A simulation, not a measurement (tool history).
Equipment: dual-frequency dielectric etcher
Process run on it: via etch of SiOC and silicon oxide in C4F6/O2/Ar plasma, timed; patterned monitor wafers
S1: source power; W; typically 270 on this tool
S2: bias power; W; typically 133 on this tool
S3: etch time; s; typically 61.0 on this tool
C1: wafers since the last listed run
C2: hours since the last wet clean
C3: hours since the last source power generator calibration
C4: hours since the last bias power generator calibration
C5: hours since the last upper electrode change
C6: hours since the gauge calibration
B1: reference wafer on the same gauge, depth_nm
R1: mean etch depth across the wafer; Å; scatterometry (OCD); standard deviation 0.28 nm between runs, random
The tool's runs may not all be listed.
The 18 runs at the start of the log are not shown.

{"run": 19, "hour": 434.5, "S1": 290, "S2": 104, "S3": 61.0, "C1": 285, "C2": 33.7, "C3": 5429.1, "C4": 270.5, "C5": 102.1, "C6": 264.9, "B1": 62.4, "R1": 497}
{"run": 20, "hour": 457.8, "S1": 330, "S2": 133, "S3": 75.0, "C1": 307, "C2": 57.0, "C3": 5452.4, "C4": 293.8, "C5": 125.4, "C6": 288.2, "B1": 62.2, "R1": 716}
{"run": 21, "hour": 476.5, "S1": 290, "S2": 133, "S3": 61.0, "C1": 247, "C2": 75.7, "C3": 5471.1, "C4": 312.5, "C5": 144.1, "C6": 306.9, "B1": 62.4, "R1": 550}
{"run": 22, "hour": 498.4, "S1": 320, "S2": 122, "S3": 51.0, "C1": 289, "C2": 97.6, "C3": 5493.0, "C4": 334.4, "C5": 166.0, "C6": 328.8, "B1": 62.3, "R1": 467}
{"hour": 538.7, "done": "wet clean of the chamber, repeated, since the last time left the tool worse"}
{"hour": 552.2, "done": "source power generator calibrated"}
{"run": 23, "hour": 569.6, "S1": 270, "S2": 133, "S3": 61.0, "C1": 570, "C2": 30.9, "C3": 17.4, "C4": 405.6, "C5": 237.2, "C6": 400.0, "B1": 62.2, "R1": 575}
{"run": 24, "hour": 600.5, "S1": 270, "S2": 108, "S3": 68.0, "C1": 408, "C2": 61.8, "C3": 48.3, "C4": 436.5, "C5": 268.1, "C6": 430.9, "B1": 62.3, "R1": 593}
{"run": 25, "hour": 631.3, "S1": 230, "S2": 115, "S3": 44.0, "C1": 406, "C2": 92.6, "C3": 79.1, "C4": 467.3, "C5": 298.9, "C6": 461.7, "B1": 62.4, "R1": 365}
{"run": 26, "hour": 648.5, "S1": 270, "S2": 144, "S3": 78.0, "C1": 227, "C2": 109.8, "C3": 96.3, "C4": 484.5, "C5": 316.1, "C6": 478.9, "B1": 62.3, "R1": 761}
{"run": 27, "hour": 681.7, "S1": 240, "S2": 148, "S3": 69.5, "C1": 438, "C2": 143.0, "C3": 129.5, "C4": 517.7, "C5": 349.3, "C6": 512.1, "B1": 62.3, "R1": 655}
{"run": 28, "hour": 706.2, "S1": 250, "S2": 163, "S3": 61.0, "C1": 323, "C2": 167.5, "C3": 154.0, "C4": 542.2, "C5": 373.8, "C6": 536.6, "B1": 62.3, "R1": 610}
{"run": 29, "hour": 740.5, "S1": 270, "S2": 133, "S3": 61.0, "C1": 453, "C2": 201.8, "C3": 188.3, "C4": 576.5, "C5": 408.1, "C6": 570.9, "B1": 62.3, "R1": 592}
{"run": 30, "hour": 773.0, "S1": 310, "S2": 159, "S3": 61.0, "C1": 429, "C2": 234.3, "C3": 220.8, "C4": 609.0, "C5": 440.6, "C6": 603.4, "B1": 62.5, "R1": 667}

What if the next run were any one of these 4? Each begins from the tool's condition after run 30:
{"run": "A", "hour": 773.4, "S1": 270, "S2": 133, "S3": 45.0, "C1": 5, "C2": 234.7, "C3": 221.2, "C4": 609.4, "C5": 441.0, "C6": 603.8, "B1": "?", "R1": "?"}
{"run": "B", "hour": 773.4, "S1": 270, "S2": 118, "S3": 71.0, "C1": 5, "C2": 234.7, "C3": 221.2, "C4": 609.4, "C5": 441.0, "C6": 603.8, "B1": "?", "R1": "?"}
{"run": "C", "hour": 773.4, "S1": 300, "S2": 124, "S3": 45.0, "C1": 5, "C2": 234.7, "C3": 221.2, "C4": 609.4, "C5": 441.0, "C6": 603.8, "B1": "?", "R1": "?"}
{"run": "D", "hour": 773.4, "S1": 310, "S2": 155, "S3": 75.5, "C1": 5, "C2": 234.7, "C3": 221.2, "C4": 609.4, "C5": 441.0, "C6": 603.8, "B1": "?", "R1": "?"}

run=A B1=62.5 R1=432
run=B B1=62.5 R1=653
run=C B1=62.5 R1=442
run=D B1=62.5 R1=816
Without the tool's unlogged condition, the same runs would have read:
run=A R1=420
run=B R1=635
run=C R1=429
run=D R1=794

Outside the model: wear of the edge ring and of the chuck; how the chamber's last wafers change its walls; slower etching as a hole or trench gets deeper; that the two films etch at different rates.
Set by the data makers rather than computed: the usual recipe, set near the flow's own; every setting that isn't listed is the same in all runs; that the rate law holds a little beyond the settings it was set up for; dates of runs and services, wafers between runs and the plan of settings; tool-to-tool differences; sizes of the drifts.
